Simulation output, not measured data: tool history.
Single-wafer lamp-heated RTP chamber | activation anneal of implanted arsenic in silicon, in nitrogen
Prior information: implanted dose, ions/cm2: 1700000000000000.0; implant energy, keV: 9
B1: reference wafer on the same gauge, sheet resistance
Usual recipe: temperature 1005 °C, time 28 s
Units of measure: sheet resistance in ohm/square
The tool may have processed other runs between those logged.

{"run": 1, "day": 0.0, "temperature": 1005, "time": 38, "B1": 116.99, "sheet resistance": 116.17}
{"run": 2, "day": 2.812, "temperature": 1005, "time": 28, "B1": 117.17, "sheet resistance": 123.46}
{"run": 3, "day": 5.892, "temperature": 1005, "time": 28, "B1": 117.09, "sheet resistance": 123.69}
{"run": 4, "day": 10.133, "temperature": 1013, "time": 28, "B1": 117.03, "sheet resistance": 115.75}
{"run": 5, "day": 12.258, "temperature": 1013, "time": 28, "B1": 117.1, "sheet resistance": 115.63}
{"day": 15.788, "done": "pyrometer window cleaned and pyrometer calibrated"}
{"run": 6, "day": 15.808, "temperature": 1013, "time": 28, "B1": 117.09, "sheet resistance": 115.3}
{"run": 7, "day": 18.246, "temperature": 1018, "time": 28, "B1": 117.02, "sheet resistance": 111.11}
{"run": 8, "day": 20.467, "temperature": 1018, "time": 28, "B1": 116.96, "sheet resistance": 111.27}
{"day": 20.854, "done": "reflector plate cleaned"}
{"run": 9, "day": 24.158, "temperature": 1018, "time": 28, "B1": 116.83, "sheet resistance": 113.81}
{"run": 10, "day": 26.179, "temperature": 1005, "time": 28, "B1": 117.18, "sheet resistance": 125.19}
{"run": 11, "day": 28.5, "temperature": 1015, "time": 28, "B1": 116.91, "sheet resistance": 116.37}
{"day": 31.292, "done": "gauge calibrated"}
{"run": 12, "day": 31.512, "temperature": 1015, "time": 28, "B1": 117.05, "sheet resistance": 114.98}
{"run": 13, "day": 33.904, "temperature": 1005, "time": 28, "B1": 117.02, "sheet resistance": 124.71}
{"run": 14, "day": 36.433, "temperature": 1005, "time": 28, "B1": 116.87, "sheet resistance": 123.15}
{"run": 15, "day": 38.904, "temperature": 1005, "time": 28, "B1": 116.96, "sheet resistance": 122.75}
{"run": 16, "day": 42.138, "temperature": 1019, "time": 43, "B1": 116.98, "sheet resistance": 99.7}
{"day": 42.517, "done": "pyrometer window cleaned and pyrometer calibrated"}
{"run": 17, "day": 44.204, "temperature": 1032, "time": 12, "B1": 117.15, "sheet resistance": 125.92}
{"run": 18, "day": 48.629, "temperature": 1018, "time": 32, "B1": 116.97, "sheet resistance": 107.87}
{"run": 19, "day": 51.942, "temperature": 980, "time": 19, "B1": 117.08, "sheet resistance": 159.38}
{"run": 20, "day": 53.525, "temperature": 1017, "time": 16, "B1": 116.84, "sheet resistance": 128.21}
{"day": 56.304, "done": "reflector plate cleaned"}
{"run": 21, "day": 57.683, "temperature": 1005, "time": 28, "B1": 116.78, "sheet resistance": 124.59}
{"run": 22, "day": 62.125, "temperature": 1005, "time": 37, "B1": 116.96, "sheet resistance": 117.28}
{"run": 23, "day": 64.646, "temperature": 1005, "time": 28, "B1": 116.87, "sheet resistance": 124.95}
{"run": 24, "day": 68.746, "temperature": 1005, "time": 28, "B1": 116.74, "sheet resistance": 124.21}
{"run": 25, "day": 71.275, "temperature": 1035, "time": 42, "B1": 116.87, "sheet resistance": 92.19}
{"day": 72.325, "done": "pyrometer window cleaned and pyrometer calibrated"}
{"run": 26, "day": 74.008, "temperature": 993, "time": 44, "B1": 117.01, "sheet resistance": 120.92}
{"run": 27, "day": 76.879, "temperature": 988, "time": 35, "B1": 117.23, "sheet resistance": 131.61}
{"run": 28, "day": 79.088, "temperature": 1005, "time": 28, "B1": 117.1, "sheet resistance": 123.13}
{"run": 29, "day": 82.942, "temperature": 978, "time": 36, "B1": 117, "sheet resistance": 140.81}
{"day": 93.733, "done": "reflector plate cleaned"}
{"run": 30, "day": 94.938, "temperature": 979, "time": 28, "B1": 117.22, "sheet resistance": 152.5}
{"run": 31, "day": 99.171, "temperature": 980, "time": 28, "B1": 117.06, "sheet resistance": 152.8}
{"day": 100.317, "done": "pyrometer window cleaned and pyrometer calibrated"}
{"run": 32, "day": 101.075, "temperature": 1005, "time": 22, "B1": 116.83, "sheet resistance": 131.86}
{"run": 33, "day": 103.9, "temperature": 993, "time": 17, "B1": 117.13, "sheet resistance": 151.89}
{"run": 34, "day": 105.483, "temperature": 989, "time": 44, "B1": 116.94, "sheet resistance": 125.16}
{"run": 35, "day": 108.912, "temperature": 1024, "time": 28, "B1": 117.04, "sheet resistance": 108.14}
{"run": 36, "day": 112.192, "temperature": 1032, "time": 12, "B1": 117.05, "sheet resistance": 126.4}
{"run": 37, "day": 124.429, "temperature": 1023, "time": 12, "B1": 116.83, "sheet resistance": 132.85}

3 ways to go on from here, each from the tool as it stands after run 37. What would each give?
{"run": "A", "day": 124.446, "temperature": 1005, "time": 28, "B1": "?", "sheet resistance": "?"}
{"run": "B", "day": 124.446, "temperature": 994, "time": 17, "B1": "?", "sheet resistance": "?"}
{"run": "C", "day": 124.446, "temperature": 977, "time": 15, "B1": "?", "sheet resistance": "?"}

run=A B1=116.94 sheet_resistance=121.71
run=B B1=116.94 sheet_resistance=148.6
run=C B1=116.94 sheet_resistance=170.02
Without the tool's hidden state the same runs would have given:
run=A sheet_resistance=126.18
run=B sheet_resistance=153.52
run=C sheet_resistance=174.95
